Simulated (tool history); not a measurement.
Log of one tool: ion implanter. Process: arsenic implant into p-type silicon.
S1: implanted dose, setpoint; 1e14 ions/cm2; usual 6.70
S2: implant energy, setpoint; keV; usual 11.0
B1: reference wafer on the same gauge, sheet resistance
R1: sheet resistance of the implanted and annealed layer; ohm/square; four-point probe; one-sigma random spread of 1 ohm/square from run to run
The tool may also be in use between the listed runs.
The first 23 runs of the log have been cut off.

Run 24, hour 1872.7: usual settings but S1 8.32 1e14 ions/cm2, S2 8.5 keV; B1 140.99. Result: R1 140.23 ohm/square.
Run 25, hour 1941.5: usual settings but S1 8.10 1e14 ions/cm2; B1 140.91. Result: R1 140.63 ohm/square.
Run 26, hour 2031.1: usual settings but S1 5.52 1e14 ions/cm2, S2 10.0 keV; B1 140.87. Result: R1 188.31 ohm/square.
Run 27, hour 2104.4: usual settings; B1 141.12. Result: R1 161.34 ohm/square.
Run 28, hour 2190.6: usual settings but S1 7.42 1e14 ions/cm2; B1 141.03. Result: R1 151.37 ohm/square.
At hour 2212.1: Faraday cup replaced and dose calibrated, repeated, since the last time left the tool worse.
Run 29, hour 2275.8: usual settings; B1 141.06. Result: R1 168.87 ohm/square.
Run 30, hour 2312.6: usual settings; B1 141.03. Result: R1 169.37 ohm/square.
Run 31, hour 2396.0: usual settings but S1 8.30 1e14 ions/cm2, S2 7.5 keV; B1 140.87. Result: R1 148.38 ohm/square.
Run 32, hour 2464.4: usual settings; B1 140.94. Result: R1 169.57 ohm/square.
Run 33, hour 2542.8: usual settings but S1 7.73 1e14 ions/cm2, S2 12.0 keV; B1 140.89. Result: R1 150.13 ohm/square.

Alternative continuations, all from the tool just after run 33; predict every row:
Run A, hour 2543.2: usual settings but S1 7.84 1e14 ions/cm2; B1 ?. Result: R1 ?.
Run B, hour 2543.2: usual settings but S2 7.0 keV; B1 ?. Result: R1 ?.
Run C, hour 2543.2: usual settings but S1 8.66 1e14 ions/cm2, S2 9.0 keV; B1 ?. Result: R1 ?.
Run D, hour 2543.2: usual settings but S1 4.70 1e14 ions/cm2, S2 7.5 keV; B1 ?. Result: R1 ?.
Run E, hour 2543.2: usual settings but S1 8.55 1e14 ions/cm2, S2 7.5 keV; B1 ?. Result: R1 ?.

run      B1      R1
  A  140.94  152.20
  B  140.94  173.93
  C  140.94  143.69
  D  140.94  227.05
  E  140.94  146.12
With no hidden state in the tool, these same runs would have given:
run      R1
  A  151.93
  B  173.61
  C  143.45
  D  226.62
  E  145.88

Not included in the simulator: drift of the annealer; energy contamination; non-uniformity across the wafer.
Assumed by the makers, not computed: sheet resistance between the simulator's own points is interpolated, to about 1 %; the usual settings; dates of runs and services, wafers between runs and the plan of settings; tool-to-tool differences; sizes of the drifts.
